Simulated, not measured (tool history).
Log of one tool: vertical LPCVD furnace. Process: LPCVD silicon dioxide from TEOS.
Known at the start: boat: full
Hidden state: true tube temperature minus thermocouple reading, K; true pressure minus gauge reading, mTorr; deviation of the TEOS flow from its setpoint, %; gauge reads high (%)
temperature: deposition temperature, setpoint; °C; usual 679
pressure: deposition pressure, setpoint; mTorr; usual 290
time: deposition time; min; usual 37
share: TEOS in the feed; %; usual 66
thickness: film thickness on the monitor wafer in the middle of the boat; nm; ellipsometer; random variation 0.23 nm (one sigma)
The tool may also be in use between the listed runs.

run   hour  temperature  pressure  time  share  wafers since the last listed run  hours since the last temperature calibration  hours since the pressure gauge was zeroed  hours since the TEOS flow controller was replaced  hours since the gauge calibration  read-back reference wafer on the same gauge, thickness  thickness
  1      0          679       290    37     66                                 0                                        3964.4                                     1541.1                                             3349.1                               35.3                                                     127     170.37
  2   12.3          679       290    37     66                               183                                        3976.7                                     1553.4                                             3361.4                               47.6                                                     127     170.14
  3   44.6          679       290    37     66                               481                                          4009                                     1585.7                                             3393.7                               79.9                                                  127.03     170.12
  4   63.7          679       290    40     75                               284                                        4028.1                                     1604.8                                             3412.8                                 99                                                  126.97     196.23
  5     87          679       290    40     75                               347                                        4051.4                                     1628.1                                             3436.1                              122.3                                                     127     197.09
     133.5  -- thermocouples replaced and temperature profile calibrated
  6    134          679       290    40     75                               342                                           0.5                                     1675.1                                             3483.1                              169.3                                                  127.04     178.06
  7  139.1          679       290    37     66                                75                                           5.6                                     1680.2                                             3488.2                              174.4                                                  127.03     154.32
  8  150.3          684       360    31     70                               166                                          16.8                                     1691.4                                             3499.4                              185.6                                                  126.98     167.36
     165.8  -- gauge calibrated
     181.1  -- TEOS flow controller replaced
     188.7  -- pressure gauge zeroed
  9  189.2          679       290    41     66                               109                                          55.7                                        0.5                                                8.1                               23.4                                                  127.01     170.98
 10    215          679       290    37     58                               384                                          81.5                                       26.3                                               33.9                               49.2                                                  126.98     144.68
 11    240          673       315  24.5     69                               372                                         106.5                                       51.3                                               58.9                               74.2                                                  127.01      94.25
 12  267.3          671       290  31.5     66                               406                                         133.8                                       78.6                                               86.2                              101.5                                                  127.02     108.66
 13  298.7          679       330    37     72                               467                                         165.2                                        110                                              117.6                              132.9                                                     127     172.47
 14  311.8          679       290    37     66                               195                                         178.3                                      123.1                                              130.7                                146                                                  127.03     154.74

Measured less the same run without the tool's hidden state. The same run-to-run variation is in both; the gauge's scatter may not be:
run  thickness
  1     +17.73
  2     +17.76
  3     +17.87
  4      +20.7
  5      +20.9
  6      +2.16
  7       +1.9
  8      +2.08
  9      +2.31
 10      +2.05
 11      +1.42
 12      +1.71
 13       +2.8
 14      +2.56

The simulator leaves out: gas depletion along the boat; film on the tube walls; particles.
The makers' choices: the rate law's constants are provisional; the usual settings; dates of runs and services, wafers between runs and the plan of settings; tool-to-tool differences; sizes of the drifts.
